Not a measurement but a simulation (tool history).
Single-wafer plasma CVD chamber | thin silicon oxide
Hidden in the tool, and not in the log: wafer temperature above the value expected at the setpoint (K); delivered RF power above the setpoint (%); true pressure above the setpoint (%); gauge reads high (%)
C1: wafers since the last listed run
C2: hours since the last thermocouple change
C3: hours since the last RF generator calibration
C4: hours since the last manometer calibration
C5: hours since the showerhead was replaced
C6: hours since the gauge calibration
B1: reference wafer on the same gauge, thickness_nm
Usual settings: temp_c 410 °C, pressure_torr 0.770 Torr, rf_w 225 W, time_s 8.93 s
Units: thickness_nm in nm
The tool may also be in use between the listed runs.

{"run": 1, "hour": 0.0, "temp_c": 410, "pressure_torr": 0.77, "rf_w": 225, "time_s": 9.51, "C1": 0, "C2": 1119.0, "C3": 2322.7, "C4": 577.1, "C5": 3972.1, "C6": 290.4, "B1": 13.699, "thickness_nm": 15.706}
{"run": 2, "hour": 21.7, "temp_c": 399, "pressure_torr": 0.77, "rf_w": 225, "time_s": 8.93, "C1": 599, "C2": 1140.7, "C3": 2344.4, "C4": 598.8, "C5": 3993.8, "C6": 312.1, "B1": 13.705, "thickness_nm": 14.934}
{"run": 3, "hour": 38.7, "temp_c": 410, "pressure_torr": 0.881, "rf_w": 190, "time_s": 8.93, "C1": 469, "C2": 1157.7, "C3": 2361.4, "C4": 615.8, "C5": 4010.8, "C6": 329.1, "B1": 13.697, "thickness_nm": 14.355}
{"run": 4, "hour": 72.5, "temp_c": 410, "pressure_torr": 0.881, "rf_w": 190, "time_s": 8.93, "C1": 933, "C2": 1191.5, "C3": 2395.2, "C4": 649.6, "C5": 4044.6, "C6": 362.9, "B1": 13.693, "thickness_nm": 14.39}
{"run": 5, "hour": 94.8, "temp_c": 410, "pressure_torr": 0.881, "rf_w": 190, "time_s": 8.93, "C1": 615, "C2": 1213.8, "C3": 2417.5, "C4": 671.9, "C5": 4066.9, "C6": 385.2, "B1": 13.695, "thickness_nm": 14.409}
{"run": 6, "hour": 130.6, "temp_c": 410, "pressure_torr": 0.77, "rf_w": 225, "time_s": 8.93, "C1": 988, "C2": 1249.6, "C3": 2453.3, "C4": 707.7, "C5": 4102.7, "C6": 421.0, "B1": 13.701, "thickness_nm": 14.899}
{"run": 7, "hour": 144.8, "temp_c": 410, "pressure_torr": 0.77, "rf_w": 225, "time_s": 8.93, "C1": 392, "C2": 1263.8, "C3": 2467.5, "C4": 721.9, "C5": 4116.9, "C6": 435.2, "B1": 13.693, "thickness_nm": 14.914}
{"run": 8, "hour": 160.8, "temp_c": 410, "pressure_torr": 0.77, "rf_w": 225, "time_s": 8.93, "C1": 441, "C2": 1279.8, "C3": 2483.5, "C4": 737.9, "C5": 4132.9, "C6": 451.2, "B1": 13.703, "thickness_nm": 14.906}
{"run": 9, "hour": 183.4, "temp_c": 410, "pressure_torr": 0.77, "rf_w": 225, "time_s": 8.93, "C1": 624, "C2": 1302.4, "C3": 2506.1, "C4": 760.5, "C5": 4155.5, "C6": 473.8, "B1": 13.699, "thickness_nm": 14.903}
{"run": 10, "hour": 210.8, "temp_c": 410, "pressure_torr": 0.77, "rf_w": 225, "time_s": 8.93, "C1": 756, "C2": 1329.8, "C3": 2533.5, "C4": 787.9, "C5": 4182.9, "C6": 501.2, "B1": 13.7, "thickness_nm": 14.853}
{"run": 11, "hour": 231.4, "temp_c": 420, "pressure_torr": 0.897, "rf_w": 255, "time_s": 9.97, "C1": 568, "C2": 1350.4, "C3": 2554.1, "C4": 808.5, "C5": 4203.5, "C6": 521.8, "B1": 13.7, "thickness_nm": 20.638}
{"hour": 253.0, "done": "thermocouple changed; heater temperature recalibrated"}
{"run": 12, "hour": 261.3, "temp_c": 410, "pressure_torr": 0.77, "rf_w": 225, "time_s": 9.51, "C1": 604, "C2": 8.3, "C3": 2584.0, "C4": 838.4, "C5": 4233.4, "C6": 551.7, "B1": 13.695, "thickness_nm": 15.849}
{"hour": 311.8, "done": "gauge calibrated"}
{"hour": 323.6, "done": "showerhead replaced"}
{"run": 13, "hour": 348.0, "temp_c": 410, "pressure_torr": 0.77, "rf_w": 210, "time_s": 8.93, "C1": 2172, "C2": 95.0, "C3": 2670.7, "C4": 925.1, "C5": 24.4, "C6": 36.2, "B1": 13.696, "thickness_nm": 14.117}
{"run": 14, "hour": 373.6, "temp_c": 423, "pressure_torr": 0.77, "rf_w": 265, "time_s": 8.93, "C1": 706, "C2": 120.6, "C3": 2696.3, "C4": 950.7, "C5": 50.0, "C6": 61.8, "B1": 13.701, "thickness_nm": 16.787}
{"hour": 409.4, "done": "RF generator calibrated"}
{"hour": 426.3, "done": "capacitance manometer re-zeroed and calibrated"}
{"run": 15, "hour": 426.8, "temp_c": 410, "pressure_torr": 0.661, "rf_w": 225, "time_s": 7.67, "C1": 1027, "C2": 173.8, "C3": 17.4, "C4": 0.5, "C5": 103.2, "C6": 115.0, "B1": 13.708, "thickness_nm": 10.689}
{"run": 16, "hour": 451.8, "temp_c": 410, "pressure_torr": 0.77, "rf_w": 180, "time_s": 9.89, "C1": 690, "C2": 198.8, "C3": 42.4, "C4": 25.5, "C5": 128.2, "C6": 140.0, "B1": 13.704, "thickness_nm": 13.107}
{"run": 17, "hour": 472.5, "temp_c": 410, "pressure_torr": 0.77, "rf_w": 190, "time_s": 8.93, "C1": 571, "C2": 219.5, "C3": 63.1, "C4": 46.2, "C5": 148.9, "C6": 160.7, "B1": 13.701, "thickness_nm": 12.554}
{"run": 18, "hour": 498.6, "temp_c": 410, "pressure_torr": 0.77, "rf_w": 205, "time_s": 7.5, "C1": 720, "C2": 245.6, "C3": 89.2, "C4": 72.3, "C5": 175.0, "C6": 186.8, "B1": 13.707, "thickness_nm": 11.303}
{"run": 19, "hour": 525.2, "temp_c": 410, "pressure_torr": 0.68, "rf_w": 225, "time_s": 8.93, "C1": 734, "C2": 272.2, "C3": 115.8, "C4": 98.9, "C5": 201.6, "C6": 213.4, "B1": 13.704, "thickness_nm": 12.825}
{"run": 20, "hour": 544.6, "temp_c": 410, "pressure_torr": 0.77, "rf_w": 225, "time_s": 8.93, "C1": 535, "C2": 291.6, "C3": 135.2, "C4": 118.3, "C5": 221.0, "C6": 232.8, "B1": 13.703, "thickness_nm": 14.582}
{"run": 21, "hour": 574.7, "temp_c": 410, "pressure_torr": 0.77, "rf_w": 225, "time_s": 8.93, "C1": 831, "C2": 321.7, "C3": 165.3, "C4": 148.4, "C5": 251.1, "C6": 262.9, "B1": 13.699, "thickness_nm": 14.605}

Measured less the same run without the tool's hidden state. The same run-to-run variation is in both; the gauge's scatter may not be:
run=1 thickness_nm=+0.175
run=2 thickness_nm=+0.176
run=3 thickness_nm=+0.157
run=4 thickness_nm=+0.171
run=5 thickness_nm=+0.181
run=6 thickness_nm=+0.229
run=7 thickness_nm=+0.236
run=8 thickness_nm=+0.245
run=9 thickness_nm=+0.257
run=10 thickness_nm=+0.272
run=11 thickness_nm=+0.352
run=12 thickness_nm=+0.322
run=13 thickness_nm=+0.340
run=14 thickness_nm=+0.425
run=15 thickness_nm=-0.005
run=16 thickness_nm=-0.005
run=17 thickness_nm=-0.004
run=18 thickness_nm=-0.003
run=19 thickness_nm=-0.002
run=20 thickness_nm=-0.001
run=21 thickness_nm=+0.002

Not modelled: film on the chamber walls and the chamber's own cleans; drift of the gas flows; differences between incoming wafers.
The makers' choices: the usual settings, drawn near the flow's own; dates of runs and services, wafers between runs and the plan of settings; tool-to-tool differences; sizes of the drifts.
